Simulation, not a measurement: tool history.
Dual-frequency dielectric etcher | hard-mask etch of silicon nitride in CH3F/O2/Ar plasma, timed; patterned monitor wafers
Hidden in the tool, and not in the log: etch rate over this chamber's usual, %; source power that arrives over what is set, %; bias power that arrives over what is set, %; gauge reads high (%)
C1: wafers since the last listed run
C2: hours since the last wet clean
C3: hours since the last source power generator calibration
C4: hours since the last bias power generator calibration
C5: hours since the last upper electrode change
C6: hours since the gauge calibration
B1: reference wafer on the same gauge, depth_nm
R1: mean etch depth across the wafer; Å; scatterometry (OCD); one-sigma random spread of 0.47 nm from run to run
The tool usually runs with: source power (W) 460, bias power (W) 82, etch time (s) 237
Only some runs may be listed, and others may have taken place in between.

run 1 hour=0 | source_power_(W)=460 bias_power_(W)=82 etch_time_(s)=237 | C1=0 C2=364.4 C3=4047.4 C4=2634 C5=1919 C6=581.1 | B1=201 | R1=1801
run 2 hour=48.2 | source_power_(W)=460 bias_power_(W)=82 etch_time_(s)=237 | C1=314 C2=412.6 C3=4095.6 C4=2682.2 C5=1967.2 C6=629.3 | B1=201 | R1=1795
-- hour=107.4 wet clean of the chamber
run 3 hour=116.8 | source_power_(W)=400 bias_power_(W)=82 etch_time_(s)=237 | C1=291 C2=9.4 C3=4164.2 C4=2750.8 C5=2035.8 C6=697.9 | B1=200.9 | R1=1682
run 4 hour=288 | source_power_(W)=400 bias_power_(W)=82 etch_time_(s)=237 | C1=1117 C2=180.6 C3=4335.4 C4=2922 C5=2207 C6=869.1 | B1=200.9 | R1=1679
run 5 hour=431.6 | source_power_(W)=460 bias_power_(W)=82 etch_time_(s)=212.5 | C1=937 C2=324.2 C3=4479 C4=3065.6 C5=2350.6 C6=1012.7 | B1=201.1 | R1=1615
-- hour=449.6 gauge calibrated
-- hour=461.2 bias power generator calibrated
run 6 hour=501.1 | source_power_(W)=460 bias_power_(W)=82 etch_time_(s)=212.5 | C1=427 C2=393.7 C3=4548.5 C4=39.9 C5=2420.1 C6=51.5 | B1=200.8 | R1=1587
run 7 hour=538.1 | source_power_(W)=460 bias_power_(W)=82 etch_time_(s)=237 | C1=241 C2=430.7 C3=4585.5 C4=76.9 C5=2457.1 C6=88.5 | B1=201 | R1=1769
-- hour=575.3 wet clean of the chamber
run 8 hour=604.1 | source_power_(W)=460 bias_power_(W)=82 etch_time_(s)=237 | C1=274 C2=28.8 C3=4651.5 C4=142.9 C5=2523.1 C6=154.5 | B1=200.9 | R1=1773
run 9 hour=662 | source_power_(W)=460 bias_power_(W)=82 etch_time_(s)=237 | C1=378 C2=86.7 C3=4709.4 C4=200.8 C5=2581 C6=212.4 | B1=200.9 | R1=1774
-- hour=703.5 source power generator calibrated
-- hour=718.1 bias power generator calibrated, repeated, since the last time left the tool worse
run 10 hour=726.1 | source_power_(W)=460 bias_power_(W)=82 etch_time_(s)=258 | C1=366 C2=150.8 C3=22.6 C4=8 C5=2645.1 C6=276.5 | B1=201.1 | R1=1985
run 11 hour=789.8 | source_power_(W)=460 bias_power_(W)=82 etch_time_(s)=258 | C1=415 C2=214.5 C3=86.3 C4=71.7 C5=2708.8 C6=340.2 | B1=201.1 | R1=1991
run 12 hour=820.5 | source_power_(W)=460 bias_power_(W)=82 etch_time_(s)=237 | C1=200 C2=245.2 C3=117 C4=102.4 C5=2739.5 C6=370.9 | B1=200.9 | R1=1830
run 13 hour=847.6 | source_power_(W)=460 bias_power_(W)=82 etch_time_(s)=237 | C1=176 C2=272.3 C3=144.1 C4=129.5 C5=2766.6 C6=398 | B1=200.8 | R1=1820
run 14 hour=914.9 | source_power_(W)=460 bias_power_(W)=82 etch_time_(s)=237 | C1=439 C2=339.6 C3=211.4 C4=196.8 C5=2833.9 C6=465.3 | B1=201 | R1=1829
run 15 hour=965.4 | source_power_(W)=370 bias_power_(W)=82 etch_time_(s)=183 | C1=329 C2=390.1 C3=261.9 C4=247.3 C5=2884.4 C6=515.8 | B1=201.2 | R1=1275
-- hour=1005.8 upper electrode replaced
-- hour=1021.4 wet clean of the chamber
run 16 hour=1034 | source_power_(W)=580 bias_power_(W)=102 etch_time_(s)=237 | C1=189 C2=12.6 C3=330.5 C4=315.9 C5=28.2 C6=584.4 | B1=200.9 | R1=2226
run 17 hour=1059.8 | source_power_(W)=460 bias_power_(W)=101 etch_time_(s)=237 | C1=168 C2=38.4 C3=356.3 C4=341.7 C5=54 C6=610.2 | B1=201.1 | R1=2001

Run 18, settings as shown, results not yet in. Your forecast:
run 18 hour=1115.3 | source_power_(W)=460 bias_power_(W)=96 etch_time_(s)=212.5 | C1=362 C2=93.9 C3=411.8 C4=397.2 C5=109.5 C6=665.7 | B1=? | R1=?

B1: 201
R1: 1764 Å
With no hidden state in the tool, this same run would have given R1 1762 Å.

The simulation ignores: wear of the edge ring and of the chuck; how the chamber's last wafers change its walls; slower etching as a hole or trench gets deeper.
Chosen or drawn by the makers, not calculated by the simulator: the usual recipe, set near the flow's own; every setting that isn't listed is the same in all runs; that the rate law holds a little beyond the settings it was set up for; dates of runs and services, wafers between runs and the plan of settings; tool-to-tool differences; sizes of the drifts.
